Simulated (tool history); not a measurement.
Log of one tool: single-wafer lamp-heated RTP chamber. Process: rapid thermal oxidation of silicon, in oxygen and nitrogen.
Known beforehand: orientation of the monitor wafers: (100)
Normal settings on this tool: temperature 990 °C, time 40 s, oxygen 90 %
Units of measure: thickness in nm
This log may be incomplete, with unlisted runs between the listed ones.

| run | hour | temperature | time | oxygen | wafers since the last listed run | wafers since the last pyrometer calibration | hours since the oxygen flow controller was replaced | hours since the gauge calibration | read-back reference wafer on the same gauge, thickness | thickness |
|---|---|---|---|---|---|---|---|---|---|---|
| 1 | 0 | 990 | 40 | 90 | 0 | 3100 | 5846 | 196.3 | 4.421 | 4.644 |
| 2 | 31.7 | 990 | 40 | 90 | 234 | 3335 | 5877.7 | 228 | 4.418 | 4.673 |
| 3 | 51.5 | 990 | 40 | 90 | 146 | 3482 | 5897.5 | 247.8 | 4.428 | 4.717 |
| 4 | 74.5 | 990 | 40 | 90 | 170 | 3652 | 5920.5 | 270.8 | 4.412 | 4.653 |
| 5 | 107 | 990 | 40 | 90 | 240 | 3893 | 5953 | 303.3 | 4.421 | 4.666 |
| 6 | 127.9 | 990 | 40 | 90 | 154 | 4048 | 5973.9 | 324.2 | 4.421 | 4.733 |
|  | 147 | pyrometer window cleaned and pyrometer calibrated |
| 7 | 147.5 | 990 | 40 | 90 | 85 | 3 | 5993.5 | 343.8 | 4.408 | 4.434 |
| 8 | 179.1 | 990 | 40 | 90 | 234 | 238 | 6025.1 | 375.4 | 4.426 | 4.404 |
| 9 | 215.1 | 990 | 40 | 80 | 266 | 504 | 6061.1 | 411.4 | 4.422 | 4.25 |
| 10 | 241.5 | 990 | 55 | 66 | 195 | 700 | 6087.5 | 437.8 | 4.422 | 4.611 |
|  | 251.8 | oxygen flow controller replaced |
| 11 | 256.9 | 990 | 40 | 68 | 54 | 755 | 5.1 | 453.2 | 4.42 | 4.094 |
|  | 274.8 | gauge calibrated |
| 12 | 291.5 | 990 | 40 | 98 | 256 | 1011 | 39.7 | 16.7 | 4.42 | 4.664 |
| 13 | 305.4 | 990 | 40 | 90 | 103 | 1114 | 53.6 | 30.6 | 4.425 | 4.504 |
| 14 | 339.9 | 978 | 55 | 90 | 255 | 1370 | 88.1 | 65.1 | 4.424 | 4.736 |
| 15 | 364.4 | 990 | 40 | 69 | 181 | 1552 | 112.6 | 89.6 | 4.427 | 4.22 |
| 16 | 380.4 | 971 | 40 | 64 | 118 | 1670 | 128.6 | 105.6 | 4.422 | 3.578 |
| 17 | 414.9 | 990 | 40 | 90 | 255 | 1926 | 163.1 | 140.1 | 4.417 | 4.516 |

Each row is a separate what-if for the run after 17, all from the same tool condition, not one after another. Results?
| A | 415.3 | 990 | 32 | 90 | 2 | 1929 | 163.5 | 140.5 | ? | ? |
| B | 415.3 | 990 | 40 | 79 | 2 | 1929 | 163.5 | 140.5 | ? | ? |
| C | 415.3 | 990 | 34 | 90 | 2 | 1929 | 163.5 | 140.5 | ? | ? |
| D | 415.3 | 1012 | 34 | 63 | 2 | 1929 | 163.5 | 140.5 | ? | ? |

| run | read-back reference wafer on the same gauge, thickness | thickness |
|---|---|---|
| A | 4.426 | 4.205 |
| B | 4.426 | 4.413 |
| C | 4.426 | 4.309 |
| D | 4.426 | 4.457 |
Without the tool's hidden state the same runs would have given:
| run | thickness |
|---|---|
| A | 4.063 |
| B | 4.263 |
| C | 4.162 |
| D | 4.309 |
